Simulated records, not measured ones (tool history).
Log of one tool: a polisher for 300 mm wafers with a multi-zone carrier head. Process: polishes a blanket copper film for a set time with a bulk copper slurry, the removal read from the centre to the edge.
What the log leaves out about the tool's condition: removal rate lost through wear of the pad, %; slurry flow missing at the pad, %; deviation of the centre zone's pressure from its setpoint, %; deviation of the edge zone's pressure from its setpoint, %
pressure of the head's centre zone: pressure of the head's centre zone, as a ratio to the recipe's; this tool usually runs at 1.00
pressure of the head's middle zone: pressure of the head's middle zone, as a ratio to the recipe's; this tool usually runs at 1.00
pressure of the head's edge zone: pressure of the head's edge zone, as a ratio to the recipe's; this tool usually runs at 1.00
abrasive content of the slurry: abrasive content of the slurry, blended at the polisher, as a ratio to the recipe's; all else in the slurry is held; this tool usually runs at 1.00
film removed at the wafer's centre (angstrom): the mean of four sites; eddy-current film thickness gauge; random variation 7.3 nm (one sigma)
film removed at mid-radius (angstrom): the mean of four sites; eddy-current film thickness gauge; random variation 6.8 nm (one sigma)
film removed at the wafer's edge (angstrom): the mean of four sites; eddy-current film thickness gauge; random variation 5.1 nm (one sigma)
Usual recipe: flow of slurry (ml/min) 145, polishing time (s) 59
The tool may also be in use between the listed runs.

| run | hour | flow of slurry (ml/min) | pressure of the head's centre zone | pressure of the head's middle zone | pressure of the head's edge zone | abrasive content of the slurry | polishing time (s) | wafers since the last listed run | wafers polished on this pad | hours since the slurry nozzle was cleaned | hours since the centre zone pressure was calibrated | hours since the edge zone pressure was calibrated | hours since the carrier head's membrane was replaced | incoming thickness of the incoming film, nm | film removed at the wafer's centre (angstrom) | film removed at mid-radius (angstrom) | film removed at the wafer's edge (angstrom) |
|---|---|---|---|---|---|---|---|---|---|---|---|---|---|---|---|---|---|
| 1 | 0.0 | 145 | 1.00 | 1.00 | 1.00 | 1.00 | 59 | 0 | 106 | 711.4 | 288.8 | 360.2 | 32.3 | 4281.1 | 5123 | 5272 | 5449 |
| 2 | 11.1 | 145 | 1.00 | 1.00 | 1.00 | 1.00 | 59 | 107 | 213 | 722.5 | 299.9 | 371.3 | 43.4 | 4130.6 | 5145 | 5337 | 5383 |
| 3 | 24.6 | 185 | 1.06 | 1.00 | 1.00 | 1.00 | 59 | 130 | 344 | 736.0 | 313.4 | 384.8 | 56.9 | 4227.9 | 5872 | 5533 | 5647 |
| 4 | 33.1 | 145 | 1.05 | 0.89 | 1.00 | 0.85 | 38 | 82 | 426 | 744.5 | 321.9 | 393.3 | 65.4 | 4269.6 | 3434 | 2944 | 3434 |
|  | 45.9 | centre zone pressure recalibrated |
| 5 | 46.2 | 145 | 1.00 | 1.00 | 1.08 | 1.00 | 59 | 107 | 533 | 757.6 | 0.3 | 406.4 | 78.5 | 4203.3 | 5178 | 5267 | 5546 |
| 6 | 57.0 | 170 | 1.00 | 1.00 | 0.90 | 1.00 | 59 | 104 | 637 | 768.4 | 11.1 | 417.2 | 89.3 | 4129.9 | 5408 | 5459 | 5304 |
| 7 | 65.1 | 145 | 0.91 | 0.95 | 1.00 | 1.00 | 59 | 78 | 715 | 776.5 | 19.2 | 425.3 | 97.4 | 4187.7 | 4638 | 5028 | 5306 |
| 8 | 73.8 | 145 | 1.08 | 1.00 | 1.00 | 1.00 | 59 | 83 | 799 | 785.2 | 27.9 | 434.0 | 106.1 | 4293.5 | 5648 | 5135 | 5325 |
|  | 99.0 | slurry nozzle cleaned |
| 9 | 109.1 | 145 | 1.00 | 1.06 | 1.00 | 1.00 | 59 | 331 | 1130 | 10.1 | 63.2 | 469.3 | 141.4 | 4259.6 | 5080 | 5348 | 5195 |
|  | 115.5 | edge zone pressure recalibrated |
|  | 128.4 | worn pad replaced by a new one |
| 10 | 128.9 | 145 | 1.00 | 1.00 | 1.00 | 1.00 | 59 | 133 | 4 | 29.9 | 83.0 | 13.4 | 161.2 | 4208.0 | 5219 | 5188 | 5491 |
| 11 | 162.2 | 145 | 1.00 | 1.00 | 1.00 | 1.00 | 59 | 321 | 326 | 63.2 | 116.3 | 46.7 | 194.5 | 4200.5 | 5253 | 5352 | 5575 |
| 12 | 173.0 | 110 | 1.00 | 1.00 | 1.00 | 1.00 | 63 | 104 | 430 | 74.0 | 127.1 | 57.5 | 205.3 | 4267.6 | 5357 | 5370 | 5614 |
| 13 | 180.8 | 180 | 1.00 | 1.00 | 0.90 | 1.00 | 59 | 75 | 505 | 81.8 | 134.9 | 65.3 | 213.1 | 4255.8 | 5418 | 5631 | 5373 |
| 14 | 191.4 | 145 | 1.00 | 1.00 | 1.12 | 1.00 | 59 | 102 | 608 | 92.4 | 145.5 | 75.9 | 223.7 | 4170.1 | 5207 | 5206 | 5776 |
| 15 | 200.6 | 145 | 0.88 | 1.00 | 1.00 | 1.00 | 59 | 88 | 697 | 101.6 | 154.7 | 85.1 | 232.9 | 4218.4 | 4565 | 5246 | 5425 |
| 16 | 210.8 | 120 | 1.00 | 1.09 | 1.00 | 1.00 | 59 | 98 | 795 | 111.8 | 164.9 | 95.3 | 243.1 | 4143.0 | 4877 | 5406 | 5174 |
| 17 | 221.0 | 145 | 1.00 | 1.00 | 1.00 | 1.00 | 41 | 98 | 894 | 122.0 | 175.1 | 105.5 | 253.3 | 4254.0 | 3624 | 3620 | 3692 |
| 18 | 227.1 | 145 | 1.00 | 1.00 | 1.00 | 1.00 | 59 | 58 | 952 | 128.1 | 181.2 | 111.6 | 259.4 | 4185.3 | 5178 | 5294 | 5347 |
| 19 | 237.7 | 145 | 1.04 | 1.00 | 1.00 | 1.00 | 59 | 102 | 1055 | 138.7 | 191.8 | 122.2 | 270.0 | 4190.0 | 5483 | 5069 | 5360 |
| 20 | 255.1 | 145 | 1.00 | 1.11 | 1.00 | 1.00 | 59 | 167 | 1223 | 156.1 | 209.2 | 139.6 | 287.4 | 4214.5 | 5017 | 5552 | 5218 |
|  | 262.3 | worn pad replaced by a new one |
| 21 | 272.6 | 180 | 1.00 | 1.00 | 1.00 | 0.75 | 50 | 130 | 99 | 173.6 | 226.7 | 157.1 | 304.9 | 4230.0 | 4483 | 4386 | 4601 |
| 22 | 285.8 | 145 | 1.00 | 0.90 | 1.00 | 1.00 | 59 | 127 | 226 | 186.8 | 239.9 | 170.3 | 318.1 | 4255.4 | 5277 | 4816 | 5536 |
| 23 | 304.9 | 145 | 1.00 | 1.00 | 1.00 | 1.00 | 59 | 184 | 411 | 205.9 | 259.0 | 189.4 | 337.2 | 4209.5 | 5342 | 5297 | 5459 |

What if the next run were any one of these 3? Each begins from the tool's condition after run 23:
| A | 305.3 | 145 | 1.00 | 1.00 | 1.00 | 1.00 | 59 | 3 | 415 | 206.3 | 259.4 | 189.8 | 337.6 | 4176.0 | ? | ? | ? |
| B | 305.3 | 145 | 1.00 | 1.07 | 1.00 | 0.80 | 59 | 3 | 415 | 206.3 | 259.4 | 189.8 | 337.6 | 4176.0 | ? | ? | ? |
| C | 305.3 | 145 | 1.00 | 1.00 | 1.00 | 1.00 | 76 | 3 | 415 | 206.3 | 259.4 | 189.8 | 337.6 | 4176.0 | ? | ? | ? |

| run | film removed at the wafer's centre (angstrom) | film removed at mid-radius (angstrom) | film removed at the wafer's edge (angstrom) |
|---|---|---|---|
| A | 5316 | 5359 | 5470 |
| B | 5072 | 5383 | 5212 |
| C | 6847 | 6904 | 7046 |
Had the tool no hidden state, the same runs would have come out as:
| run | film removed at the wafer's centre (angstrom) | film removed at mid-radius (angstrom) | film removed at the wafer's edge (angstrom) |
|---|---|---|---|
| A | 5372 | 5416 | 5528 |
| B | 5125 | 5440 | 5267 |
| C | 6920 | 6977 | 7121 |
